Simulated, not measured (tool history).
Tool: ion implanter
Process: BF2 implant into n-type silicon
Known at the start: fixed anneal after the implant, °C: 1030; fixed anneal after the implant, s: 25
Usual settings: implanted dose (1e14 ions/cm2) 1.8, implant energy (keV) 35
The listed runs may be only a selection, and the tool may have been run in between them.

run	day	implanted dose (1e14 ions/cm2)	implant energy (keV)	wafers since the last listed run	hours since the last dose calibration	hours since the extraction supply was calibrated	hours since the gauge calibration	read-back reference wafer on the same gauge, sheet resistance	sheet resistance of the implanted and annealed layer (ohm/square)
1	0	1.8	35	0	73	4139.8	556	497.79	541.62
2	4.312	1.8	35	1723	176.5	4243.3	659.5	497.94	541.57
3	12.288	1.8	35	3187	367.9	4434.7	850.9	498.15	542.87
4	14.942	1.61	29	1060	431.6	4498.4	914.6	497.97	609.52
5	18.142	1.61	29	1279	508.4	4575.2	991.4	497.85	609.19
6	21.983	1.61	29	1535	600.6	4667.4	1083.6	498.05	611.09
# day 23.529: Faraday cup replaced and dose calibrated
7	25.65	1.57	35	1332	50.9	4755.4	1171.6	498.01	605.89
8	29.188	1.8	35	1414	135.8	4840.3	1256.5	498.2	541.38
9	32.638	1.8	35	1379	218.6	4923.1	1339.3	498.03	542.17
10	36.096	1.8	35	1382	301.6	5006.1	1422.3	497.8	542.95
11	39.65	1.93	35	1420	386.9	5091.4	1507.6	498	512.03
# day 41.412: gauge calibrated
12	42.854	1.8	35	1280	463.8	5168.3	34.6	498.02	541.62
13	50.012	1.99	29.5	2861	635.6	5340.1	206.4	498.22	511.01
14	53.558	1.99	29.5	1417	720.7	5425.2	291.5	498.2	513.47
# day 53.9: Faraday cup replaced and dose calibrated
15	56.488	2.12	31	1037	62.1	5495.5	361.8	497.87	479.27
16	60.767	1.8	42.5	1710	164.8	5598.2	464.5	497.99	526.84
17	63.092	2.31	26.5	929	220.6	5654	520.3	498	453.27
18	66.312	1.8	35	1287	297.9	5731.3	597.6	498.08	541.48
19	70.25	1.38	35	1574	392.4	5825.8	692.1	498.04	674.71
# day 74.104: extraction supply calibrated
20	74.188	1.29	35	1440	486.9	2	786.6	497.97	712.92
21	77.842	2.2	42	1460	574.6	89.7	874.3	498.04	451.6
22	79.733	2.02	28	756	620	135.1	919.7	497.9	507.03
# day 81.75: Faraday cup replaced and dose calibrated
23	88.871	1.35	45	3519	170.9	354.4	1139	498.03	665.7
24	93.317	1.8	35	1777	277.6	461.1	1245.7	497.96	542.22

4 ways to go on from here, each from the tool as it stands after run 24. What would each give?
A	93.333	1.6	35	6	278	461.5	1246.1	?	?
B	93.333	2.33	35	6	278	461.5	1246.1	?	?
C	93.333	1.53	25	6	278	461.5	1246.1	?	?
D	93.333	2.21	35	6	278	461.5	1246.1	?	?

run	read-back reference wafer on the same gauge, sheet resistance	sheet resistance of the implanted and annealed layer (ohm/square)
A	498.22	597.78
B	498.22	438.01
C	498.22	645.56
D	498.22	457.74
Had the tool no hidden state, the same runs would have come out as:
run	sheet resistance of the implanted and annealed layer (ohm/square)
A	596.99
B	437.42
C	644.7
D	457.12

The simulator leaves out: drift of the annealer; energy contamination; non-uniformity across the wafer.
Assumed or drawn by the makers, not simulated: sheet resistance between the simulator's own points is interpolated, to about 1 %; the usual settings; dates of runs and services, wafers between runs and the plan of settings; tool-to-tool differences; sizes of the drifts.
